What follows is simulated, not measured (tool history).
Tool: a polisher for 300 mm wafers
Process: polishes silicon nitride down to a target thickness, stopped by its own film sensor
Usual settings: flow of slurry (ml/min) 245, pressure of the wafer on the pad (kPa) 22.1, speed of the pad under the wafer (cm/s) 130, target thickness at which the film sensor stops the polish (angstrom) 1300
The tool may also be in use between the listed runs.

run   hour  flow of slurry (ml/min)  pressure of the wafer on the pad (kPa)  speed of the pad under the wafer (cm/s)  target thickness at which the film sensor stops the polish (angstrom)  wafers since the last listed run  wafers polished on this pad  hours since the slurry nozzle was cleaned  hours since the head pressure was calibrated  incoming thickness of the incoming film, nm  time until the film sensor stopped the polish (s)
  1    0.0                      245                                    22.1                                      148                                                                   1300                                 0                         1572                                      131.5                                         688.3                                        310.0                                               78.5
  2   23.9                      245                                    22.1                                      148                                                                   1300                               177                         1750                                      155.4                                         712.2                                        306.2                                               81.7
  3   36.4                      245                                    22.1                                      130                                                                   1300                                92                         1843                                      167.9                                         724.7                                        312.2                                               89.9
  4   50.3                      245                                    25.5                                      130                                                                   1300                               103                         1946                                      181.8                                         738.6                                        308.9                                               78.5
  5   81.5                      245                                    25.5                                      130                                                                   1300                               231                         2178                                      213.0                                         769.8                                        312.6                                               78.9
      88.4  -- worn pad replaced by a new one
  6  113.2                      245                                    26.9                                      130                                                                   1300                               205                          184                                      244.7                                         801.5                                        311.3                                               77.2
     129.5  -- head pressure recalibrated
  7  130.0                      245                                    26.9                                      130                                                                   1300                               109                          294                                      261.5                                           0.5                                        313.3                                               74.6
  8  151.4                      245                                    26.9                                      130                                                                   1300                               158                          452                                      282.9                                          21.9                                        310.7                                               76.8
  9  165.9                      245                                    22.1                                      130                                                                   1300                               107                          560                                      297.4                                          36.4                                        313.6                                               88.5
     185.3  -- slurry nozzle cleaned
 10  199.6                      245                                    26.2                                      130                                                                   1300                               242                          803                                       14.3                                          70.1                                        308.5                                               74.3
 11  218.4                      200                                    22.1                                      130                                                                   1300                               139                          943                                       33.1                                          88.9                                        307.3                                               90.9
 12  241.2                      245                                    19.3                                      130                                                                   1300                               169                         1112                                       55.9                                         111.7                                        308.4                                               99.9
 13  260.0                      245                                    22.1                                      130                                                                   1300                               139                         1251                                       74.7                                         130.5                                        313.8                                               89.4
 14  282.7                      245                                    22.1                                      130                                                                   1300                               168                         1420                                       97.4                                         153.2                                        315.6                                               90.7
 15  296.3                      245                                    22.1                                      102                                                                   1600                               100                         1521                                      111.0                                         166.8                                        307.4                                               90.9
 16  321.0                      245                                    15.9                                      142                                                                   1570                               183                         1704                                      135.7                                         191.5                                        314.4                                              101.1
 17  335.5                      290                                    28.3                                      158                                                                   1670                               107                         1812                                      150.2                                         206.0                                        308.4                                               44.9
 18  357.7                      245                                    22.1                                       96                                                                   1300                               164                         1977                                      172.4                                         228.2                                        311.2                                              113.8
 19  372.6                      245                                    22.1                                      130                                                                   1300                               110                         2088                                      187.3                                         243.1                                        309.8                                               86.5
     378.7  -- worn pad replaced by a new one
 20  405.9                      245                                    22.1                                      130                                                                   1300                               217                          202                                      220.6                                         276.4                                        309.6                                               93.1
 21  430.5                      295                                    17.9                                      130                                                                   1300                               182                          384                                      245.2                                         301.0                                        314.7                                              108.7
 22  465.1                      275                                    15.2                                      130                                                                    680                               256                          641                                      279.8                                         335.6                                        315.0                                              168.3
 23  518.6                      270                                    26.2                                      130                                                                   1300                               397                         1038                                      333.3                                         389.1                                        308.7                                               73.9
 24  533.8                      180                                    24.8                                      130                                                                   1690                               112                         1151                                      348.5                                         404.3                                        313.2                                               64.2
     551.9  -- slurry nozzle cleaned
 25  561.7                      245                                    25.5                                      160                                                                   1300                               199                         1351                                        9.8                                         432.2                                        311.2                                               68.1
 26  592.3                      245                                    22.1                                      130                                                                   1300                               227                         1578                                       40.4                                         462.8                                        313.4                                               92.4
 27  613.5                      245                                    22.1                                      130                                                                   1300                               157                         1736                                       61.6                                         484.0                                        313.7                                               90.3
     630.4  -- worn pad replaced by a new one
 28  630.9                      300                                    17.9                                      130                                                                   1300                                99                            3                                       79.0                                         501.4                                        314.1                                              111.5
 29  660.9                      245                                    26.9                                      130                                                                   1300                               222                          226                                      109.0                                         531.4                                        311.3                                               77.7
 30  752.3                      300                                    15.9                                      108                                                                   1300                               678                          905                                      200.4                                         622.8                                        308.3                                              138.5
 31  813.2                      285                                    29.6                                      130                                                                   1740                               452                         1357                                      261.3                                         683.7                                        312.4                                               51.7
 32  843.8                      310                                    22.1                                      172                                                                   1300                               227                         1584                                      291.9                                         714.3                                        309.3                                               73.2
     859.3  -- worn pad replaced by a new one
 33  894.0                      210                                    22.1                                      130                                                                   1830                               343                          257                                      342.1                                         764.5                                        312.0                                               64.6
 34  912.2                      245                                    22.1                                       98                                                                   1300                               135                          392                                      360.3                                         782.7                                        308.0                                              113.3
     918.5  -- slurry nozzle cleaned
 35  943.0                      245                                    16.5                                      130                                                                   1300                               221                          613                                       24.5                                         813.5                                        309.0                                              118.9
 36  969.7                      215                                    22.1                                      130                                                                   1300                               198                          812                                       51.2                                         840.2                                        313.6                                               91.2
 37  998.8                      200                                    22.1                                      100                                                                    970                               216                         1028                                       80.3                                         869.3                                        308.6                                              130.3

How the hidden state differs across the entries between the runs, from the last listed run before each to the first after it:
Between runs 5 and 6: worn pad replaced by a new one (hour 88.4)
  no hidden state differs between the two runs
Between runs 6 and 7: head pressure recalibrated (hour 129.5)
  no hidden state differs between the two runs
Between runs 9 and 10: slurry nozzle cleaned (hour 185.3)
  no hidden state differs between the two runs
Between runs 19 and 20: worn pad replaced by a new one (hour 378.7)
  no hidden state differs between the two runs
Between runs 24 and 25: slurry nozzle cleaned (hour 551.9)
  no hidden state differs between the two runs
Between runs 27 and 28: worn pad replaced by a new one (hour 630.4)
  no hidden state differs between the two runs
Between runs 32 and 33: worn pad replaced by a new one (hour 859.3)
  no hidden state differs between the two runs
Between runs 34 and 35: slurry nozzle cleaned (hour 918.5)
  no hidden state differs between the two runs
